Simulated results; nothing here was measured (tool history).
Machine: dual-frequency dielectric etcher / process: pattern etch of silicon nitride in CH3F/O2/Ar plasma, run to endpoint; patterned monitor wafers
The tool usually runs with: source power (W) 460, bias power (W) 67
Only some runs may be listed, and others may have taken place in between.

run	hour	source power (W)	bias power (W)	wafers since the last listed run	hours since the last wet clean	hours since the last source power generator calibration	hours since the last bias power generator calibration	hours since the last upper electrode change	incoming incoming film thickness, nm	endpoint time (s)
1	0	460	67	0	450.4	5020.1	2312.2	4803.3	37	56
2	11.3	460	67	161	461.7	5031.4	2323.5	4814.6	36.87	55.9
3	28.6	510	78	246	479	5048.7	2340.8	4831.9	36.85	48.7
4	38.8	510	78	145	489.2	5058.9	2351	4842.1	36.95	49
5	51.1	430	67	175	501.5	5071.2	2363.3	4854.4	36.59	57.6
6	67.7	430	67	236	518.1	5087.8	2379.9	4871	36.86	58
7	77.8	430	67	144	528.2	5097.9	2390	4881.1	36.93	58.2
8	89.3	460	67	164	539.7	5109.4	2401.5	4892.6	36.85	55.9
# hour 99: bias power generator calibrated
9	99.5	460	67	88	549.9	5119.6	0.5	4902.8	36.83	56.5
10	109.5	370	56	142	559.9	5129.6	10.5	4912.8	36.78	70.4

Predict the results of run 11:
# hour 121.9: source power generator calibrated
# hour 139.2: upper electrode replaced
# hour 149.6: wet clean of the chamber
11	150.1	510	82	127	0.5	28.2	51.1	10.9	36.47	?

endpoint time (s): 45.5
Without the tool's hidden state the same run would have given endpoint time (s) 45.2.

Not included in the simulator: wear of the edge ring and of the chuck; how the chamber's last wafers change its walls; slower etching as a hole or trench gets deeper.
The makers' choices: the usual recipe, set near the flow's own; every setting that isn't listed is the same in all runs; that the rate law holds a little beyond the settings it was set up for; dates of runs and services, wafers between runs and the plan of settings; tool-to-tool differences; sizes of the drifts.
